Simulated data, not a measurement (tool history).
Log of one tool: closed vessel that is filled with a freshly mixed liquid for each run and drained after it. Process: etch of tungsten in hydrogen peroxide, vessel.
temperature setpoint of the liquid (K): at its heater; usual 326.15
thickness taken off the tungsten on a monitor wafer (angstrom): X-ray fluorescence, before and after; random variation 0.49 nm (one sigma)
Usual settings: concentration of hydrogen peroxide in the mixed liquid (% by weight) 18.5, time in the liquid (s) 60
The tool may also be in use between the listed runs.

run	day	temperature setpoint of the liquid (K)	concentration of hydrogen peroxide in the mixed liquid (% by weight)	time in the liquid (s)	read-back film thickness of the tungsten reference wafer, read on the same gauge (nm)	thickness taken off the tungsten on a monitor wafer (angstrom)
1	0	326.15	18.5	60	89.99	558.9
2	0.554	326.15	18.5	50	89.99	472.3
3	1.925	326.15	18.5	50	90.03	477.4
4	2.817	326.15	22.5	60	90	618.9
5	3.592	326.15	22.5	60	89.98	620.3
6	4.95	326.15	22.5	60	90.01	603.6
7	6.325	326.15	18.5	60	90	555.2
# day 7.104: new drum of peroxide connected
8	7.154	326.15	18.5	60	89.97	579.6
9	8.471	326.15	18.5	60	90.02	577.2
10	9.738	326.15	18.5	60	90.01	580
11	11.138	326.15	18.5	60	89.98	573
12	11.95	326.15	18.5	60	90.02	570.3
13	13.238	329.65	18.5	60	90.02	691.7
14	15.712	329.65	18.5	60	90.04	691.7
15	16.908	326.15	18.5	60	90.01	571.6
# day 17.554: peroxide flow meter replaced
16	17.846	332.15	18.5	40	89.96	533
17	18.812	326.15	21	60	90	607.6
18	20.229	326.15	18.5	60	89.97	559.9
19	21.15	330.65	23.5	85	90	1167
# day 21.617: gauge calibrated
20	22.038	321.15	18.5	45	90.03	310.4
21	23.383	319.65	18.5	45	89.96	280.9
# day 25.154: thermometer replaced
# day 26.033: new drum of peroxide connected
22	26.604	329.15	18.5	60	90	708.1
23	27.488	326.15	18.5	60	90.01	584.1
24	28.733	321.15	23.5	60	89.98	476.5
25	29.442	326.15	18.5	60	89.98	578.4
26	30.183	318.15	21	30	90.02	186.1
27	31.146	326.15	18.5	60	89.99	568.5
28	31.946	331.65	18.5	30	89.99	395.3
29	33.412	321.15	18.5	60	90	418.6

5 ways to go on from here, each from the tool as it stands after run 29. What would each give?
A	33.442	326.15	18.5	85	?	?
B	33.442	334.15	23	35	?	?
C	33.442	326.15	18.5	40	?	?
D	33.442	332.65	18.5	60	?	?
E	33.442	326.15	18.5	30	?	?

run	read-back film thickness of the tungsten reference wafer, read on the same gauge (nm)	thickness taken off the tungsten on a monitor wafer (angstrom)
A	90.07	811.3
B	90.07	595.1
C	90.07	381.8
D	90.07	839.4
E	90.07	286.3
Without the tool's hidden state the same runs would have given:
run	thickness taken off the tungsten on a monitor wafer (angstrom)
A	827
B	606.6
C	389.2
D	855.6
E	291.9

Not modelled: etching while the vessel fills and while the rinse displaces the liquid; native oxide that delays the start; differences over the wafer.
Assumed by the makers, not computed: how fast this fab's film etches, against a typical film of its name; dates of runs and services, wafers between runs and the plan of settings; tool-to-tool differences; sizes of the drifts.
